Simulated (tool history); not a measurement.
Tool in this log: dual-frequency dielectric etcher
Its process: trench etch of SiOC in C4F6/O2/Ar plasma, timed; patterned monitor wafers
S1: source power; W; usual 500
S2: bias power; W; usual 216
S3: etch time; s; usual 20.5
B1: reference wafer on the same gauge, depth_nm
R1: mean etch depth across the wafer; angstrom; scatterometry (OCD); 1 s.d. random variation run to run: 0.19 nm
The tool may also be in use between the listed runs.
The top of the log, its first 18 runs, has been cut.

run,hour,S1,S2,S3,B1,R1
19,1335.2,500,192,20.5,44,451
20,1407.3,620,168,20.5,44.01,471.2
# hour 1469.2: wet clean of the chamber
21,1470.8,410,216,20.5,44.05,441.5
# hour 1501.2: upper electrode replaced
22,1535.7,500,170,24.5,43.93,534.4
# hour 1536.1: gauge calibrated
23,1628.7,460,186,17,44.03,362.1
24,1705.5,500,216,24.5,44.04,568
25,1792.8,410,216,20.5,44.04,431.2
26,1858.7,400,185,17.5,44.01,344.3
27,1962.4,500,216,25,44.04,565.8
# hour 2075.3: wet clean of the chamber
28,2075.8,500,216,20.5,44.01,487.8
29,2114.1,410,216,20.5,43.98,442.2
30,2279.8,500,233,22.5,44.07,537.9

Below are 3 alternative next runs, each starting from the tool's condition after run 30. Predict each:
A,2280.2,500,216,20.5,?,?
B,2280.2,500,216,15,?,?
C,2280.2,570,194,23.5,?,?

run,B1,R1
A,43.98,479
B,43.98,350.5
C,43.98,563.5
Stripped of hidden state, with their random variation kept, the same runs would have yielded:
run,R1
A,486.8
B,356.2
C,572.8
